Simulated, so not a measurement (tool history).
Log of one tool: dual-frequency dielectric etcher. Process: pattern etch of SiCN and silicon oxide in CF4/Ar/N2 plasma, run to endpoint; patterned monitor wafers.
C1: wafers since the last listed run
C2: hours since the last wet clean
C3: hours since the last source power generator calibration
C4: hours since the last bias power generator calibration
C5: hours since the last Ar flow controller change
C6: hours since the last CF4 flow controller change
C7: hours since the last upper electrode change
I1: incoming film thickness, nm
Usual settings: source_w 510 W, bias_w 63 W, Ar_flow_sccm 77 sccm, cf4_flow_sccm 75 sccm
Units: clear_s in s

Run 1, hour 0: usual settings but cf4_flow_sccm 69 sccm; C1 0; C2 35.5; C3 3648.9; C4 4552.3; C5 11.8; C6 4153.1; C7 12.6; I1 10.9. Result: clear_s 11.6 s.
Run 2, hour 15.3: usual settings but bias_w 68 W; C1 234; C2 50.8; C3 3664.2; C4 4567.6; C5 27.1; C6 4168.4; C7 27.9; I1 11.06. Result: clear_s 11.4 s.
At hour 34.3: CF4 flow controller replaced.
Run 3, hour 34.8: usual settings but bias_w 68 W; C1 206; C2 70.3; C3 3683.7; C4 4587.1; C5 46.6; C6 0.5; C7 47.4; I1 10.95. Result: clear_s 11.3 s.
Run 4, hour 45.4: usual settings but bias_w 68 W; C1 162; C2 80.9; C3 3694.3; C4 4597.7; C5 57.2; C6 11.1; C7 58; I1 11.02. Result: clear_s 11.3 s.
Run 5, hour 70: usual settings but bias_w 75 W; C1 376; C2 105.5; C3 3718.9; C4 4622.3; C5 81.8; C6 35.7; C7 82.6; I1 10.88. Result: clear_s 11 s.
Run 6, hour 103.2: usual settings; C1 507; C2 138.7; C3 3752.1; C4 4655.5; C5 115; C6 68.9; C7 115.8; I1 10.95. Result: clear_s 11.4 s.
Run 7, hour 116.5: usual settings but source_w 560 W, bias_w 75 W, Ar_flow_sccm 69 sccm, cf4_flow_sccm 81 sccm; C1 203; C2 152; C3 3765.4; C4 4668.8; C5 128.3; C6 82.2; C7 129.1; I1 10.95. Result: clear_s 9.8 s.
Run 8, hour 137.3: usual settings but bias_w 67 W, Ar_flow_sccm 94 sccm; C1 318; C2 172.8; C3 3786.2; C4 4689.6; C5 149.1; C6 103; C7 149.9; I1 10.96. Result: clear_s 11.5 s.
Run 9, hour 151: usual settings but bias_w 77 W; C1 209; C2 186.5; C3 3799.9; C4 4703.3; C5 162.8; C6 116.7; C7 163.6; I1 11.05. Result: clear_s 11 s.
At hour 155: bias power generator calibrated.
Run 10, hour 168.1: usual settings but source_w 590 W, bias_w 70 W, Ar_flow_sccm 86 sccm, cf4_flow_sccm 86 sccm; C1 200; C2 203.6; C3 3817; C4 13.1; C5 179.9; C6 133.8; C7 180.7; I1 10.91. Result: clear_s 9.6 s.
Run 11, hour 200.1: usual settings but Ar_flow_sccm 93 sccm; C1 489; C2 235.6; C3 3849; C4 45.1; C5 211.9; C6 165.8; C7 212.7; I1 11. Result: clear_s 11.7 s.
Run 12, hour 217.5: usual settings but Ar_flow_sccm 87 sccm; C1 266; C2 253; C3 3866.4; C4 62.5; C5 229.3; C6 183.2; C7 230.1; I1 10.91. Result: clear_s 11.5 s.
Run 13, hour 235.4: usual settings but source_w 560 W, bias_w 72 W, cf4_flow_sccm 92 sccm; C1 273; C2 270.9; C3 3884.3; C4 80.4; C5 247.2; C6 201.1; C7 248; I1 10.99. Result: clear_s 9.9 s.
Run 14, hour 248.5: usual settings but bias_w 50 W, Ar_flow_sccm 92 sccm, cf4_flow_sccm 90 sccm; C1 200; C2 284; C3 3897.4; C4 93.5; C5 260.3; C6 214.2; C7 261.1; I1 10.93. Result: clear_s 11.8 s.
At hour 263.8: source power generator calibrated.
Run 15, hour 283.6: usual settings but source_w 610 W, bias_w 74 W, Ar_flow_sccm 91 sccm; C1 475; C2 319.1; C3 19.8; C4 128.6; C5 295.4; C6 249.3; C7 296.2; I1 10.88. Result: clear_s 9.8 s.
Run 16, hour 312.9: usual settings but cf4_flow_sccm 69 sccm; C1 448; C2 348.4; C3 49.1; C4 157.9; C5 324.7; C6 278.6; C7 325.5; I1 11.1. Result: clear_s 12.2 s.
Run 17, hour 336.3: usual settings; C1 357; C2 371.8; C3 72.5; C4 181.3; C5 348.1; C6 302; C7 348.9; I1 10.99. Result: clear_s 11.8 s.
Run 18, hour 368: usual settings but bias_w 53 W; C1 484; C2 403.5; C3 104.2; C4 213; C5 379.8; C6 333.7; C7 380.6; I1 11.09. Result: clear_s 12.4 s.
Run 19, hour 400.3: usual settings but cf4_flow_sccm 87 sccm; C1 494; C2 435.8; C3 136.5; C4 245.3; C5 412.1; C6 366; C7 412.9; I1 10.91. Result: clear_s 11.5 s.
At hour 425.7: wet clean of the chamber.
Run 20, hour 426.2: usual settings but source_w 390 W; C1 29; C2 0.5; C3 162.4; C4 271.2; C5 438; C6 391.9; C7 438.8; I1 11.07. Result: clear_s 15.7 s.
Run 21, hour 449.1: usual settings; C1 350; C2 23.4; C3 185.3; C4 294.1; C5 460.9; C6 414.8; C7 461.7; I1 10.85. Result: clear_s 11.9 s.
Run 22, hour 482.8: usual settings but source_w 420 W, bias_w 78 W, Ar_flow_sccm 58 sccm, cf4_flow_sccm 62 sccm; C1 515; C2 57.1; C3 219; C4 327.8; C5 494.6; C6 448.5; C7 495.4; I1 10.98. Result: clear_s 13.7 s.
Run 23, hour 511.6: usual settings; C1 440; C2 85.9; C3 247.8; C4 356.6; C5 523.4; C6 477.3; C7 524.2; I1 10.95. Result: clear_s 12 s.

What the log doesn't show, run by run:
bias power that arrives over what is set, %: 0 in every run
Ar flow that arrives over what is set, %: 0 in every run
CF4 flow that arrives over what is set, %: 0 in every run
H1: etch rate over this chamber's usual, %
H2: source power that arrives over what is set, %
run     H1     H2
  1   0.19   5.18
  2  0.277    5.2
  3  0.388   5.22
  4  0.449   5.24
  5  0.588   5.27
  6  0.777   5.31
  7  0.853   5.33
  8  0.971   5.36
  9   1.05   5.38
 10   1.15    5.4
 11   1.33   5.44
 12   1.43   5.47
 13   1.53   5.49
 14    1.6   5.51
 15    1.8  0.261
 16   1.97    0.3
 17    2.1   0.33
 18   2.28  0.372
 19   2.47  0.415
 20  0.175  0.449
 21  0.305  0.479
 22  0.497  0.524
 23  0.661  0.561

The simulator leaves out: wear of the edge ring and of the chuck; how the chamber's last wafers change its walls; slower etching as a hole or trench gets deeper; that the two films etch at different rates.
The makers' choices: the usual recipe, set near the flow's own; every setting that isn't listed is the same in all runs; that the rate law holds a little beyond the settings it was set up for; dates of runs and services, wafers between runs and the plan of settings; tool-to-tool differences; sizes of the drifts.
